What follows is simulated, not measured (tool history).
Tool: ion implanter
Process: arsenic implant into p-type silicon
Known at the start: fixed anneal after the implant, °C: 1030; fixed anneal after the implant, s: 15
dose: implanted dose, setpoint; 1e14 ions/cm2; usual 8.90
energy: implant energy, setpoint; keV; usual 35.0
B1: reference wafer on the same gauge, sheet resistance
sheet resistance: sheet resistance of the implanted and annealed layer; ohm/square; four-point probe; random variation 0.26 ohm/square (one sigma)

run 1 hour=0.0 | dose=8.90 energy=35.0 | B1=127.97 | sheet_resistance=122.77
run 2 hour=58.2 | dose=8.90 energy=35.0 | B1=127.86 | sheet_resistance=123.19
run 3 hour=118.1 | dose=8.90 energy=35.0 | B1=127.92 | sheet_resistance=123.04
run 4 hour=190.0 | dose=8.90 energy=30.0 | B1=127.99 | sheet_resistance=126.79
run 5 hour=242.2 | dose=8.90 energy=39.5 | B1=128.00 | sheet_resistance=120.34
run 6 hour=289.0 | dose=8.90 energy=35.0 | B1=127.98 | sheet_resistance=123.14
run 7 hour=321.3 | dose=8.90 energy=35.0 | B1=128.17 | sheet_resistance=123.47
run 8 hour=349.3 | dose=8.90 energy=35.0 | B1=127.93 | sheet_resistance=123.33
run 9 hour=406.7 | dose=8.90 energy=35.0 | B1=128.01 | sheet_resistance=123.40
run 10 hour=444.4 | dose=8.90 energy=35.0 | B1=128.09 | sheet_resistance=123.11
run 11 hour=513.9 | dose=8.90 energy=35.0 | B1=127.90 | sheet_resistance=123.10
run 12 hour=578.6 | dose=8.90 energy=35.0 | B1=128.09 | sheet_resistance=123.44
run 13 hour=641.7 | dose=8.90 energy=35.0 | B1=127.96 | sheet_resistance=123.61
-- hour=758.6 gauge calibrated
run 14 hour=812.8 | dose=8.90 energy=35.0 | B1=128.06 | sheet_resistance=123.40
run 15 hour=855.9 | dose=8.90 energy=35.0 | B1=128.01 | sheet_resistance=123.49
run 16 hour=967.9 | dose=8.90 energy=35.0 | B1=128.18 | sheet_resistance=123.64
run 17 hour=1007.5 | dose=9.75 energy=43.5 | B1=127.98 | sheet_resistance=110.91
run 18 hour=1062.8 | dose=8.90 energy=35.0 | B1=127.98 | sheet_resistance=122.97
run 19 hour=1174.2 | dose=8.90 energy=35.0 | B1=127.97 | sheet_resistance=123.63
run 20 hour=1203.6 | dose=8.90 energy=38.5 | B1=128.00 | sheet_resistance=121.42
run 21 hour=1257.1 | dose=8.90 energy=46.5 | B1=127.98 | sheet_resistance=118.05
run 22 hour=1316.2 | dose=8.90 energy=35.0 | B1=128.02 | sheet_resistance=123.29
-- hour=1332.1 Faraday cup replaced and dose calibrated
run 23 hour=1350.1 | dose=8.90 energy=35.0 | B1=127.96 | sheet_resistance=122.41
run 24 hour=1414.1 | dose=6.57 energy=35.0 | B1=128.06 | sheet_resistance=152.28
run 25 hour=1478.9 | dose=9.95 energy=35.0 | B1=127.96 | sheet_resistance=113.20
run 26 hour=1531.4 | dose=8.90 energy=35.0 | B1=128.01 | sheet_resistance=122.64
run 27 hour=1568.6 | dose=9.95 energy=35.0 | B1=128.03 | sheet_resistance=114.04
-- hour=1587.6 extraction supply calibrated
run 28 hour=1639.5 | dose=7.40 energy=43.0 | B1=128.02 | sheet_resistance=135.18
run 29 hour=1704.5 | dose=10.29 energy=35.0 | B1=127.89 | sheet_resistance=111.64
run 30 hour=1761.2 | dose=7.45 energy=35.0 | B1=128.07 | sheet_resistance=139.53
run 31 hour=1801.6 | dose=11.33 energy=27.5 | B1=127.89 | sheet_resistance=110.93
run 32 hour=1851.4 | dose=11.03 energy=25.5 | B1=127.98 | sheet_resistance=114.37
run 33 hour=1895.3 | dose=6.39 energy=24.5 | B1=127.93 | sheet_resistance=165.48
run 34 hour=1936.4 | dose=6.44 energy=27.0 | B1=128.03 | sheet_resistance=162.66
run 35 hour=1974.7 | dose=7.18 energy=29.0 | B1=128.09 | sheet_resistance=148.77
run 36 hour=2032.8 | dose=6.56 energy=42.0 | B1=127.99 | sheet_resistance=148.88

Forecast each of these 5 alternatives for the next run:
run A hour=2033.2 | dose=8.90 energy=30.5 | B1=? | sheet_resistance=?
run B hour=2033.2 | dose=8.90 energy=31.0 | B1=? | sheet_resistance=?
run C hour=2033.2 | dose=8.90 energy=32.0 | B1=? | sheet_resistance=?
run D hour=2033.2 | dose=7.15 energy=47.0 | B1=? | sheet_resistance=?
run E hour=2033.2 | dose=10.17 energy=43.5 | B1=? | sheet_resistance=?

run=A B1=127.97 sheet_resistance=125.85
run=B B1=127.97 sheet_resistance=125.46
run=C B1=127.97 sheet_resistance=124.72
run=D B1=127.97 sheet_resistance=137.08
run=E B1=127.97 sheet_resistance=107.72
Without the tool's hidden state the same runs would have given:
run=A sheet_resistance=125.07
run=B sheet_resistance=124.69
run=C sheet_resistance=123.95
run=D sheet_resistance=136.14
run=E sheet_resistance=107.06

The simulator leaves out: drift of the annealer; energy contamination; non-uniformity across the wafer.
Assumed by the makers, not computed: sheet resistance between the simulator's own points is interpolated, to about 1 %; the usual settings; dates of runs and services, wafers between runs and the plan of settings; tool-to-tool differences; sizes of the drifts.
